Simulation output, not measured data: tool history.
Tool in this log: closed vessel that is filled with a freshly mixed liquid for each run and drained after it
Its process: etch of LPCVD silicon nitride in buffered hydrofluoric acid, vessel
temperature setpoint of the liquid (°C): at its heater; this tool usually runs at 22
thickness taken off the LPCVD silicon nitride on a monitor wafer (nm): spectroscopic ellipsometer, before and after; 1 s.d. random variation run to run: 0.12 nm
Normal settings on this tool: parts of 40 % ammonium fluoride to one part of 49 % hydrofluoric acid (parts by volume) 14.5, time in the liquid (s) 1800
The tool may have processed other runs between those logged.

run,hour,temperature setpoint of the liquid (°C),parts of 40 % ammonium fluoride to one part of 49 % hydrofluoric acid (parts by volume),time in the liquid (s),"read-back film thickness of the LPCVD silicon nitride reference wafer, read on the same gauge (nm)",thickness taken off the LPCVD silicon nitride on a monitor wafer (nm)
1,0,22,14.5,1800,116.14,16.03
2,31.3,22,14.5,1800,115.95,15.86
3,57.2,22,14.5,1800,115.86,15.86
4,230.8,22,14.5,1800,115.22,15.71
5,276.1,22,14.5,1800,115.11,15.72
6,310.4,22,14.5,1800,115,15.92
7,345.4,22,14.5,1800,114.93,15.68
8,410.9,22,14.5,1800,114.81,15.76
9,497.5,22,14.5,970,114.71,8.4
# hour 533.3: hydrofluoric acid flow meter replaced
10,566.9,22,14.5,970,114.61,8.51
11,636.1,22,14.5,970,114.53,8.34
12,705.4,22,14.5,1800,114.46,15.69
13,774.2,22,14.5,1800,114.43,15.77
14,842.8,22,14.5,1800,114.38,15.73
# hour 845.8: thermometer replaced
# hour 871.5: gauge calibrated
15,899.9,22,14.5,2650,119.77,24.48
16,965.9,22,14.5,970,118.92,8.73
17,1014.9,17,12.5,860,118.37,6.82
18,1069.7,26,14.5,970,117.86,10.87
19,1130.6,20,14.5,1420,117.35,11.15
# hour 1135.5: hydrofluoric acid flow meter replaced
20,1156.5,22,14.5,2085,117.19,18.49
21,1221.9,26,12.5,1800,116.77,23.27
22,1247.3,22,11.5,875,116.62,9.72
23,1273,22,14.5,1800,116.48,15.84
24,1309.9,26,14.5,2430,116.3,26.61
25,1377.1,25.5,14.5,895,116.05,9.54
26,1405.5,22,14.5,945,115.95,8.39
27,1447,22,11.5,1800,115.77,19.92
28,1506.2,18.5,18.5,2435,115.66,13.87
29,1571.2,22,14.5,1800,115.48,15.72
30,1630.9,18.5,14.5,2610,115.38,19
# hour 1634.2: hydrofluoric acid flow meter replaced
31,1663.7,22,17.5,1800,115.28,13.04

Measured less the same run without the tool's hidden state. The same run-to-run variation is in both; the gauge's scatter may not be:
Unlogged tool condition in this case: liquid colder than its thermometer reads (K); hydrofluoric acid flow below the setpoint (%); gauge reads high (%).
run,thickness taken off the LPCVD silicon nitride on a monitor wafer (nm)
1,-0.53
2,-0.55
3,-0.57
4,-0.65
5,-0.67
6,-0.69
7,-0.69
8,-0.71
9,-0.39
10,-0.41
11,-0.4
12,-0.76
13,-0.77
14,-0.78
15,-0.05
16,-0.08
17,-0.09
18,-0.2
19,-0.25
20,-0.45
21,-0.64
22,-0.28
23,-0.48
24,-0.84
25,-0.33
26,-0.29
27,-0.72
28,-0.52
29,-0.62
30,-0.76
31,-0.53

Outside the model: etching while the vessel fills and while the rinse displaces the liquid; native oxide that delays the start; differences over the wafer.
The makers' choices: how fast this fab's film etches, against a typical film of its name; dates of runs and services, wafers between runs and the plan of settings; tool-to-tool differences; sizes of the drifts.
